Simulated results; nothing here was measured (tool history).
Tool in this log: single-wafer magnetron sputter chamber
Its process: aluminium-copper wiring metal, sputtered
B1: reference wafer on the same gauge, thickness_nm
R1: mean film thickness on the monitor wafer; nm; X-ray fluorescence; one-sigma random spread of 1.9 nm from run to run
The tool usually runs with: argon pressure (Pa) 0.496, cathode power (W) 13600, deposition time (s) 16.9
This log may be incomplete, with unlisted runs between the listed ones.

run 1 hour=0.0 | argon_pressure_(Pa)=0.496 cathode_power_(W)=13600 deposition_time_(s)=16.9 | B1=345.369 | R1=391.853
run 2 hour=63.2 | argon_pressure_(Pa)=0.496 cathode_power_(W)=13600 deposition_time_(s)=16.9 | B1=345.062 | R1=393.378
run 3 hour=102.9 | argon_pressure_(Pa)=0.496 cathode_power_(W)=13600 deposition_time_(s)=16.9 | B1=344.856 | R1=396.155
run 4 hour=145.7 | argon_pressure_(Pa)=0.496 cathode_power_(W)=13600 deposition_time_(s)=16.9 | B1=345.084 | R1=392.136
-- hour=172.4 sputter target and shields replaced
run 5 hour=172.9 | argon_pressure_(Pa)=0.496 cathode_power_(W)=13600 deposition_time_(s)=16.9 | B1=344.768 | R1=393.030
run 6 hour=208.0 | argon_pressure_(Pa)=0.496 cathode_power_(W)=13600 deposition_time_(s)=16.9 | B1=344.881 | R1=394.026
run 7 hour=246.6 | argon_pressure_(Pa)=0.496 cathode_power_(W)=13600 deposition_time_(s)=16.9 | B1=344.766 | R1=388.929
run 8 hour=308.2 | argon_pressure_(Pa)=0.496 cathode_power_(W)=13600 deposition_time_(s)=16.9 | B1=344.875 | R1=391.345
run 9 hour=347.6 | argon_pressure_(Pa)=0.391 cathode_power_(W)=11650 deposition_time_(s)=16.9 | B1=345.153 | R1=366.457
run 10 hour=390.4 | argon_pressure_(Pa)=0.391 cathode_power_(W)=11650 deposition_time_(s)=16.9 | B1=345.140 | R1=366.465
-- hour=400.7 capacitance manometer re-zeroed and calibrated
run 11 hour=422.6 | argon_pressure_(Pa)=0.496 cathode_power_(W)=13600 deposition_time_(s)=16.9 | B1=344.782 | R1=397.439
run 12 hour=447.9 | argon_pressure_(Pa)=0.582 cathode_power_(W)=16350 deposition_time_(s)=16.9 | B1=344.968 | R1=436.298
run 13 hour=493.2 | argon_pressure_(Pa)=0.631 cathode_power_(W)=11950 deposition_time_(s)=18.8 | B1=345.091 | R1=383.311
-- hour=526.4 sputter target and shields replaced
run 14 hour=537.6 | argon_pressure_(Pa)=0.427 cathode_power_(W)=14600 deposition_time_(s)=19.6 | B1=345.233 | R1=501.323
run 15 hour=591.5 | argon_pressure_(Pa)=0.553 cathode_power_(W)=16950 deposition_time_(s)=19.7 | B1=345.020 | R1=530.866
run 16 hour=619.3 | argon_pressure_(Pa)=0.496 cathode_power_(W)=13600 deposition_time_(s)=16.9 | B1=344.822 | R1=399.563
-- hour=736.1 gauge calibrated
-- hour=798.7 magnet pack replaced
run 17 hour=804.4 | argon_pressure_(Pa)=0.620 cathode_power_(W)=13600 deposition_time_(s)=16.9 | B1=344.955 | R1=380.836
-- hour=839.4 sputter target and shields replaced
run 18 hour=870.1 | argon_pressure_(Pa)=0.563 cathode_power_(W)=13600 deposition_time_(s)=16.9 | B1=345.109 | R1=386.900
run 19 hour=918.3 | argon_pressure_(Pa)=0.496 cathode_power_(W)=13600 deposition_time_(s)=16.9 | B1=345.414 | R1=395.066
run 20 hour=988.4 | argon_pressure_(Pa)=0.313 cathode_power_(W)=14700 deposition_time_(s)=16.9 | B1=345.310 | R1=454.580
run 21 hour=1029.3 | argon_pressure_(Pa)=0.333 cathode_power_(W)=16750 deposition_time_(s)=14.6 | B1=345.081 | R1=425.896
run 22 hour=1062.6 | argon_pressure_(Pa)=0.496 cathode_power_(W)=13600 deposition_time_(s)=16.9 | B1=344.955 | R1=397.754

What if the next run were any one of these 3? Each begins from the tool's condition after run 22:
run A hour=1063.0 | argon_pressure_(Pa)=0.496 cathode_power_(W)=11750 deposition_time_(s)=16.9 | B1=? | R1=?
run B hour=1063.0 | argon_pressure_(Pa)=0.318 cathode_power_(W)=14950 deposition_time_(s)=18.1 | B1=? | R1=?
run C hour=1063.0 | argon_pressure_(Pa)=0.552 cathode_power_(W)=13600 deposition_time_(s)=17.8 | B1=? | R1=?

run=A B1=345.010 R1=355.407
run=B B1=345.010 R1=485.901
run=C B1=345.010 R1=404.539
With no hidden state in the tool, these same runs would have given:
run=A R1=357.857
run=B R1=488.362
run=C R1=407.551

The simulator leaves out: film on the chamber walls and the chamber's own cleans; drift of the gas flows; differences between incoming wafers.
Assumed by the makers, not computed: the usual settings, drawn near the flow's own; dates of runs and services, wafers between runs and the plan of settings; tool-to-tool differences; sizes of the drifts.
